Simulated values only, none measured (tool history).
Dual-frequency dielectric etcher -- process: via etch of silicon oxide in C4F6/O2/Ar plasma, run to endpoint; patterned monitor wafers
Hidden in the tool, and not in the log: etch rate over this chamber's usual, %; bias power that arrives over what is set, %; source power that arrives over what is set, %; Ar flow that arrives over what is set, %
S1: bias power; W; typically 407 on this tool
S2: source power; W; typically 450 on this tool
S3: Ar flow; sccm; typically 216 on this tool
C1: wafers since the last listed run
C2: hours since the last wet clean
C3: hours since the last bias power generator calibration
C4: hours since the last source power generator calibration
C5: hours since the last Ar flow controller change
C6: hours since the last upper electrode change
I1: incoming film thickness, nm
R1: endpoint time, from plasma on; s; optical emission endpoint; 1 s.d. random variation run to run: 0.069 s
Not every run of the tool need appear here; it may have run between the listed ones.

run 1 hour=0.0 | S1=407 S2=450 S3=216 | C1=0 C2=462.2 C3=4159.7 C4=907.4 C5=1047.6 C6=4113.5 | I1=80.1 | R1=19.1
-- hour=40.9 wet clean of the chamber
run 2 hour=52.1 | S1=407 S2=450 S3=216 | C1=407 C2=11.2 C3=4211.8 C4=959.5 C5=1099.7 C6=4165.6 | I1=79.6 | R1=18.4
run 3 hour=95.1 | S1=407 S2=450 S3=216 | C1=623 C2=54.2 C3=4254.8 C4=1002.5 C5=1142.7 C6=4208.6 | I1=79.7 | R1=18.4
run 4 hour=192.1 | S1=407 S2=450 S3=216 | C1=1406 C2=151.2 C3=4351.8 C4=1099.5 C5=1239.7 C6=4305.6 | I1=80.4 | R1=18.5
run 5 hour=312.3 | S1=461 S2=450 S3=216 | C1=1742 C2=271.4 C3=4472.0 C4=1219.7 C5=1359.9 C6=4425.8 | I1=80.4 | R1=17.4
run 6 hour=376.4 | S1=461 S2=450 S3=216 | C1=929 C2=335.5 C3=4536.1 C4=1283.8 C5=1424.0 C6=4489.9 | I1=78.8 | R1=17.2
-- hour=434.9 upper electrode replaced
run 7 hour=437.1 | S1=407 S2=450 S3=216 | C1=532 C2=396.2 C3=4596.8 C4=1344.5 C5=1484.7 C6=2.2 | I1=80.8 | R1=18.9
-- hour=473.3 Ar flow controller replaced
-- hour=497.0 wet clean of the chamber
run 8 hour=497.5 | S1=407 S2=450 S3=216 | C1=444 C2=0.5 C3=4657.2 C4=1404.9 C5=24.2 C6=62.6 | I1=80.8 | R1=18.3
run 9 hour=535.8 | S1=506 S2=450 S3=244 | C1=555 C2=38.8 C3=4695.5 C4=1443.2 C5=62.5 C6=100.9 | I1=81.2 | R1=16.5
run 10 hour=586.2 | S1=486 S2=450 S3=185 | C1=730 C2=89.2 C3=4745.9 C4=1493.6 C5=112.9 C6=151.3 | I1=78.9 | R1=15.9
run 11 hour=625.2 | S1=365 S2=520 S3=216 | C1=565 C2=128.2 C3=4784.9 C4=1532.6 C5=151.9 C6=190.3 | I1=79.8 | R1=18.0
run 12 hour=699.4 | S1=407 S2=450 S3=216 | C1=1075 C2=202.4 C3=4859.1 C4=1606.8 C5=226.1 C6=264.5 | I1=80.0 | R1=18.5
-- hour=899.6 wet clean of the chamber
run 13 hour=972.5 | S1=407 S2=420 S3=216 | C1=3611 C2=72.9 C3=5132.2 C4=1879.9 C5=499.2 C6=537.6 | I1=79.4 | R1=18.8
-- hour=1002.2 bias power generator calibrated
run 14 hour=1014.3 | S1=407 S2=450 S3=216 | C1=547 C2=114.7 C3=12.1 C4=1921.7 C5=541.0 C6=579.4 | I1=79.9 | R1=18.4
-- hour=1072.3 source power generator calibrated
run 15 hour=1245.3 | S1=335 S2=380 S3=252 | C1=3290 C2=345.7 C3=243.1 C4=173.0 C5=772.0 C6=810.4 | I1=80.8 | R1=24.3
run 16 hour=1308.6 | S1=441 S2=360 S3=233 | C1=917 C2=409.0 C3=306.4 C4=236.3 C5=835.3 C6=873.7 | I1=80.5 | R1=21.0
-- hour=1351.0 wet clean of the chamber
run 17 hour=1355.6 | S1=442 S2=450 S3=254 | C1=333 C2=4.6 C3=353.4 C4=283.3 C5=882.3 C6=920.7 | I1=80.2 | R1=18.2

Below are 4 alternative next runs, each starting from the tool's condition after run 17. Predict each:
run A hour=1356.0 | S1=407 S2=450 S3=216 | C1=5 C2=5.0 C3=353.8 C4=283.7 C5=882.7 C6=921.1 | I1=80.3 | R1=?
run B hour=1356.0 | S1=407 S2=510 S3=216 | C1=5 C2=5.0 C3=353.8 C4=283.7 C5=882.7 C6=921.1 | I1=80.3 | R1=?
run C hour=1356.0 | S1=343 S2=550 S3=216 | C1=5 C2=5.0 C3=353.8 C4=283.7 C5=882.7 C6=921.1 | I1=80.3 | R1=?
run D hour=1356.0 | S1=325 S2=420 S3=216 | C1=5 C2=5.0 C3=353.8 C4=283.7 C5=882.7 C6=921.1 | I1=80.3 | R1=?

run=A R1=18.9
run=B R1=17.7
run=C R1=18.9
run=D R1=22.4
What these runs would have given with no unlogged condition in the tool:
run=A R1=18.8
run=B R1=17.7
run=C R1=18.8
run=D R1=22.3

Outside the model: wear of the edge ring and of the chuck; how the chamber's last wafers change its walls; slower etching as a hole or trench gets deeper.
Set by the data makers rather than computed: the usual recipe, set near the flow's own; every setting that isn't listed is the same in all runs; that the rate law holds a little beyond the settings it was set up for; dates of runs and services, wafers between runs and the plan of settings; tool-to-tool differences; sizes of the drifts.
